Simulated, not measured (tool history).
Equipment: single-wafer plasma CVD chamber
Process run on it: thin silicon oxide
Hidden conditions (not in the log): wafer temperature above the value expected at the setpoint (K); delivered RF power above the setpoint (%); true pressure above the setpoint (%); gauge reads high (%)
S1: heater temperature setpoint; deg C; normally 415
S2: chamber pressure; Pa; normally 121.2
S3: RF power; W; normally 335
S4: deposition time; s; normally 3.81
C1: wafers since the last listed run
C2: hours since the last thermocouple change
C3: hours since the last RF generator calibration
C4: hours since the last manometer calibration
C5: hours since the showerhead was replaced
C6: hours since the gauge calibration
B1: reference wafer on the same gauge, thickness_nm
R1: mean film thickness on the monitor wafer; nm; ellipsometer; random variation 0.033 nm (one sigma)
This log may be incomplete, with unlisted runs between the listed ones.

{"run": 1, "hour": 0.0, "S1": 415, "S2": 121.2, "S3": 335, "S4": 3.81, "C1": 0, "C2": 2763.7, "C3": 1318.1, "C4": 1654.3, "C5": 7558.7, "C6": 117.4, "B1": 6.621, "R1": 8.245}
{"run": 2, "hour": 14.6, "S1": 415, "S2": 121.2, "S3": 335, "S4": 3.81, "C1": 332, "C2": 2778.3, "C3": 1332.7, "C4": 1668.9, "C5": 7573.3, "C6": 132.0, "B1": 6.606, "R1": 8.266}
{"run": 3, "hour": 24.9, "S1": 415, "S2": 121.2, "S3": 305, "S4": 3.81, "C1": 234, "C2": 2788.6, "C3": 1343.0, "C4": 1679.2, "C5": 7583.6, "C6": 142.3, "B1": 6.616, "R1": 7.932}
{"run": 4, "hour": 35.8, "S1": 415, "S2": 121.2, "S3": 305, "S4": 3.81, "C1": 248, "C2": 2799.5, "C3": 1353.9, "C4": 1690.1, "C5": 7594.5, "C6": 153.2, "B1": 6.604, "R1": 8.033}
{"run": 5, "hour": 50.6, "S1": 415, "S2": 121.2, "S3": 335, "S4": 3.81, "C1": 336, "C2": 2814.3, "C3": 1368.7, "C4": 1704.9, "C5": 7609.3, "C6": 168.0, "B1": 6.609, "R1": 8.248}
{"run": 6, "hour": 61.0, "S1": 415, "S2": 121.2, "S3": 335, "S4": 3.81, "C1": 236, "C2": 2824.7, "C3": 1379.1, "C4": 1715.3, "C5": 7619.7, "C6": 178.4, "B1": 6.615, "R1": 8.202}
{"run": 7, "hour": 67.7, "S1": 415, "S2": 121.2, "S3": 335, "S4": 3.81, "C1": 152, "C2": 2831.4, "C3": 1385.8, "C4": 1722.0, "C5": 7626.4, "C6": 185.1, "B1": 6.606, "R1": 8.178}
{"run": 8, "hour": 81.6, "S1": 421, "S2": 121.2, "S3": 335, "S4": 3.81, "C1": 316, "C2": 2845.3, "C3": 1399.7, "C4": 1735.9, "C5": 7640.3, "C6": 199.0, "B1": 6.596, "R1": 8.234}
{"run": 9, "hour": 93.3, "S1": 428, "S2": 98.8, "S3": 335, "S4": 3.81, "C1": 266, "C2": 2857.0, "C3": 1411.4, "C4": 1747.6, "C5": 7652.0, "C6": 210.7, "B1": 6.607, "R1": 7.46}
{"run": 10, "hour": 105.4, "S1": 408, "S2": 121.2, "S3": 335, "S4": 4.32, "C1": 275, "C2": 2869.1, "C3": 1423.5, "C4": 1759.7, "C5": 7664.1, "C6": 222.8, "B1": 6.612, "R1": 9.387}
{"hour": 117.5, "done": "RF generator calibrated"}
{"hour": 122.0, "done": "showerhead replaced"}
{"hour": 123.4, "done": "gauge calibrated"}
{"hour": 128.0, "done": "thermocouple changed; heater temperature recalibrated"}
{"hour": 131.3, "done": "capacitance manometer re-zeroed and calibrated"}
{"run": 11, "hour": 131.8, "S1": 425, "S2": 108.9, "S3": 335, "S4": 3.14, "C1": 104, "C2": 3.8, "C3": 14.3, "C4": 0.5, "C5": 9.8, "C6": 8.4, "B1": 6.606, "R1": 6.419}
{"run": 12, "hour": 132.1, "S1": 410, "S2": 106.5, "S3": 355, "S4": 3.57, "C1": 6, "C2": 4.1, "C3": 14.6, "C4": 0.8, "C5": 10.1, "C6": 8.7, "B1": 6.608, "R1": 7.39}
{"run": 13, "hour": 142.3, "S1": 415, "S2": 121.2, "S3": 335, "S4": 3.81, "C1": 232, "C2": 14.3, "C3": 24.8, "C4": 11.0, "C5": 20.3, "C6": 18.9, "B1": 6.611, "R1": 8.249}
{"run": 14, "hour": 159.6, "S1": 415, "S2": 121.2, "S3": 305, "S4": 3.81, "C1": 393, "C2": 31.6, "C3": 42.1, "C4": 28.3, "C5": 37.6, "C6": 36.2, "B1": 6.605, "R1": 7.949}
{"run": 15, "hour": 175.6, "S1": 415, "S2": 121.2, "S3": 335, "S4": 3.81, "C1": 364, "C2": 47.6, "C3": 58.1, "C4": 44.3, "C5": 53.6, "C6": 52.2, "B1": 6.614, "R1": 8.272}
{"run": 16, "hour": 215.3, "S1": 403, "S2": 121.2, "S3": 335, "S4": 3.81, "C1": 903, "C2": 87.3, "C3": 97.8, "C4": 84.0, "C5": 93.3, "C6": 91.9, "B1": 6.605, "R1": 8.304}
{"run": 17, "hour": 225.3, "S1": 415, "S2": 121.2, "S3": 335, "S4": 3.3, "C1": 227, "C2": 97.3, "C3": 107.8, "C4": 94.0, "C5": 103.3, "C6": 101.9, "B1": 6.615, "R1": 7.147}

Give the tool's hidden conditions for every run:
wafer temperature above the value expected at the setpoint (K): 0, the same for each run
delivered RF power above the setpoint (%): 0, the same for each run
true pressure above the setpoint (%): 0, the same for each run
gauge reads high (%): 0, the same for each run
